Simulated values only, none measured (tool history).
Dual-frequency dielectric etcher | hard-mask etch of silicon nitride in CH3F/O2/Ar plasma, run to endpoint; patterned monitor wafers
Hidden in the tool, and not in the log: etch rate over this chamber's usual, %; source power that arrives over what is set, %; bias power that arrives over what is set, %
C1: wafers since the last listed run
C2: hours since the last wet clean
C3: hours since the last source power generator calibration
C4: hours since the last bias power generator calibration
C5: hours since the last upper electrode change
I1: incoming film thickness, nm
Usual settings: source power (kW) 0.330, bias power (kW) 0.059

run 1 hour=0.0 | source_power_(kW)=0.330 bias_power_(kW)=0.059 | C1=0 C2=343.6 C3=2024.8 C4=1786.4 C5=1109.5 | I1=55.1 | endpoint_time_(s)=103.6
run 2 hour=44.6 | source_power_(kW)=0.330 bias_power_(kW)=0.059 | C1=688 C2=388.2 C3=2069.4 C4=1831.0 C5=1154.1 | I1=55.0 | endpoint_time_(s)=103.7
run 3 hour=108.5 | source_power_(kW)=0.280 bias_power_(kW)=0.059 | C1=985 C2=452.1 C3=2133.3 C4=1894.9 C5=1218.0 | I1=54.7 | endpoint_time_(s)=107.3
run 4 hour=154.8 | source_power_(kW)=0.280 bias_power_(kW)=0.059 | C1=714 C2=498.4 C3=2179.6 C4=1941.2 C5=1264.3 | I1=55.1 | endpoint_time_(s)=107.2
-- hour=250.5 wet clean of the chamber
run 5 hour=252.6 | source_power_(kW)=0.280 bias_power_(kW)=0.059 | C1=1138 C2=2.1 C3=2277.4 C4=2039.0 C5=1362.1 | I1=55.6 | endpoint_time_(s)=109.8
run 6 hour=331.9 | source_power_(kW)=0.330 bias_power_(kW)=0.059 | C1=1223 C2=81.4 C3=2356.7 C4=2118.3 C5=1441.4 | I1=54.8 | endpoint_time_(s)=103.7
run 7 hour=394.6 | source_power_(kW)=0.330 bias_power_(kW)=0.059 | C1=967 C2=144.1 C3=2419.4 C4=2181.0 C5=1504.1 | I1=55.0 | endpoint_time_(s)=103.1
run 8 hour=432.9 | source_power_(kW)=0.330 bias_power_(kW)=0.059 | C1=590 C2=182.4 C3=2457.7 C4=2219.3 C5=1542.4 | I1=55.6 | endpoint_time_(s)=105.0
run 9 hour=491.5 | source_power_(kW)=0.330 bias_power_(kW)=0.059 | C1=904 C2=241.0 C3=2516.3 C4=2277.9 C5=1601.0 | I1=54.8 | endpoint_time_(s)=102.9
run 10 hour=564.6 | source_power_(kW)=0.330 bias_power_(kW)=0.059 | C1=1127 C2=314.1 C3=2589.4 C4=2351.0 C5=1674.1 | I1=54.7 | endpoint_time_(s)=102.3
run 11 hour=626.8 | source_power_(kW)=0.330 bias_power_(kW)=0.059 | C1=959 C2=376.3 C3=2651.6 C4=2413.2 C5=1736.3 | I1=54.7 | endpoint_time_(s)=101.4
-- hour=736.6 wet clean of the chamber
run 12 hour=737.1 | source_power_(kW)=0.330 bias_power_(kW)=0.059 | C1=1331 C2=0.5 C3=2761.9 C4=2523.5 C5=1846.6 | I1=54.6 | endpoint_time_(s)=103.6
run 13 hour=812.3 | source_power_(kW)=0.330 bias_power_(kW)=0.059 | C1=1160 C2=75.7 C3=2837.1 C4=2598.7 C5=1921.8 | I1=55.5 | endpoint_time_(s)=104.8
run 14 hour=898.2 | source_power_(kW)=0.330 bias_power_(kW)=0.059 | C1=1325 C2=161.6 C3=2923.0 C4=2684.6 C5=2007.7 | I1=55.2 | endpoint_time_(s)=103.9
run 15 hour=950.2 | source_power_(kW)=0.330 bias_power_(kW)=0.052 | C1=802 C2=213.6 C3=2975.0 C4=2736.6 C5=2059.7 | I1=54.7 | endpoint_time_(s)=107.2
run 16 hour=1022.8 | source_power_(kW)=0.330 bias_power_(kW)=0.052 | C1=1120 C2=286.2 C3=3047.6 C4=2809.2 C5=2132.3 | I1=55.0 | endpoint_time_(s)=107.8
run 17 hour=1123.6 | source_power_(kW)=0.330 bias_power_(kW)=0.059 | C1=1555 C2=387.0 C3=3148.4 C4=2910.0 C5=2233.1 | I1=55.0 | endpoint_time_(s)=101.5
-- hour=1184.8 wet clean of the chamber
run 18 hour=1185.3 | source_power_(kW)=0.400 bias_power_(kW)=0.059 | C1=581 C2=0.5 C3=3210.1 C4=2971.7 C5=2294.8 | I1=54.2 | endpoint_time_(s)=96.5
run 19 hour=1231.3 | source_power_(kW)=0.360 bias_power_(kW)=0.069 | C1=709 C2=46.5 C3=3256.1 C4=3017.7 C5=2340.8 | I1=54.5 | endpoint_time_(s)=94.1
run 20 hour=1333.0 | source_power_(kW)=0.300 bias_power_(kW)=0.065 | C1=1569 C2=148.2 C3=3357.8 C4=3119.4 C5=2442.5 | I1=54.7 | endpoint_time_(s)=100.8
-- hour=1387.8 upper electrode replaced
run 21 hour=1414.5 | source_power_(kW)=0.390 bias_power_(kW)=0.073 | C1=887 C2=229.7 C3=3439.3 C4=3200.9 C5=26.7 | I1=55.4 | endpoint_time_(s)=90.6
-- hour=1521.9 bias power generator calibrated
run 22 hour=1615.5 | source_power_(kW)=0.330 bias_power_(kW)=0.059 | C1=3039 C2=430.7 C3=3640.3 C4=93.6 C5=227.7 | I1=54.8 | endpoint_time_(s)=103.7
-- hour=1640.9 wet clean of the chamber
run 23 hour=1711.3 | source_power_(kW)=0.330 bias_power_(kW)=0.074 | C1=1107 C2=70.4 C3=3736.1 C4=189.4 C5=323.5 | I1=55.3 | endpoint_time_(s)=97.0
run 24 hour=1750.2 | source_power_(kW)=0.380 bias_power_(kW)=0.064 | C1=600 C2=109.3 C3=3775.0 C4=228.3 C5=362.4 | I1=55.1 | endpoint_time_(s)=98.3
run 25 hour=1806.2 | source_power_(kW)=0.330 bias_power_(kW)=0.059 | C1=864 C2=165.3 C3=3831.0 C4=284.3 C5=418.4 | I1=54.7 | endpoint_time_(s)=104.3
-- hour=1847.9 source power generator calibrated
run 26 hour=1865.2 | source_power_(kW)=0.330 bias_power_(kW)=0.059 | C1=848 C2=224.3 C3=17.3 C4=343.3 C5=477.4 | I1=54.2 | endpoint_time_(s)=103.4
run 27 hour=1902.6 | source_power_(kW)=0.290 bias_power_(kW)=0.059 | C1=577 C2=261.7 C3=54.7 C4=380.7 C5=514.8 | I1=54.7 | endpoint_time_(s)=107.3
run 28 hour=1940.0 | source_power_(kW)=0.350 bias_power_(kW)=0.053 | C1=577 C2=299.1 C3=92.1 C4=418.1 C5=552.2 | I1=54.8 | endpoint_time_(s)=106.2
run 29 hour=1992.3 | source_power_(kW)=0.290 bias_power_(kW)=0.050 | C1=806 C2=351.4 C3=144.4 C4=470.4 C5=604.5 | I1=54.5 | endpoint_time_(s)=113.6
run 30 hour=2054.2 | source_power_(kW)=0.280 bias_power_(kW)=0.054 | C1=955 C2=413.3 C3=206.3 C4=532.3 C5=666.4 | I1=54.5 | endpoint_time_(s)=110.9
-- hour=2182.1 wet clean of the chamber
run 31 hour=2182.6 | source_power_(kW)=0.290 bias_power_(kW)=0.066 | C1=1610 C2=0.5 C3=334.7 C4=660.7 C5=794.8 | I1=55.1 | endpoint_time_(s)=104.5
run 32 hour=2258.4 | source_power_(kW)=0.330 bias_power_(kW)=0.059 | C1=1169 C2=76.3 C3=410.5 C4=736.5 C5=870.6 | I1=55.3 | endpoint_time_(s)=105.2
run 33 hour=2354.3 | source_power_(kW)=0.290 bias_power_(kW)=0.046 | C1=1479 C2=172.2 C3=506.4 C4=832.4 C5=966.5 | I1=54.8 | endpoint_time_(s)=119.3
run 34 hour=2395.5 | source_power_(kW)=0.290 bias_power_(kW)=0.046 | C1=635 C2=213.4 C3=547.6 C4=873.6 C5=1007.7 | I1=54.7 | endpoint_time_(s)=118.7
run 35 hour=2503.3 | source_power_(kW)=0.280 bias_power_(kW)=0.059 | C1=1663 C2=321.2 C3=655.4 C4=981.4 C5=1115.5 | I1=54.4 | endpoint_time_(s)=108.0

Forecast each of these 4 alternatives for the next run:
run A hour=2503.7 | source_power_(kW)=0.330 bias_power_(kW)=0.059 | C1=6 C2=321.6 C3=655.8 C4=981.8 C5=1115.9 | I1=55.3 | endpoint_time_(s)=?
run B hour=2503.7 | source_power_(kW)=0.410 bias_power_(kW)=0.053 | C1=6 C2=321.6 C3=655.8 C4=981.8 C5=1115.9 | I1=55.3 | endpoint_time_(s)=?
run C hour=2503.7 | source_power_(kW)=0.290 bias_power_(kW)=0.045 | C1=6 C2=321.6 C3=655.8 C4=981.8 C5=1115.9 | I1=55.3 | endpoint_time_(s)=?
run D hour=2503.7 | source_power_(kW)=0.390 bias_power_(kW)=0.047 | C1=6 C2=321.6 C3=655.8 C4=981.8 C5=1115.9 | I1=55.3 | endpoint_time_(s)=?

run=A endpoint_time_(s)=105.1
run=B endpoint_time_(s)=102.8
run=C endpoint_time_(s)=121.1
run=D endpoint_time_(s)=109.3
Without the tool's hidden state the same runs would have given:
run=A endpoint_time_(s)=106.8
run=B endpoint_time_(s)=104.4
run=C endpoint_time_(s)=123.0
run=D endpoint_time_(s)=111.0
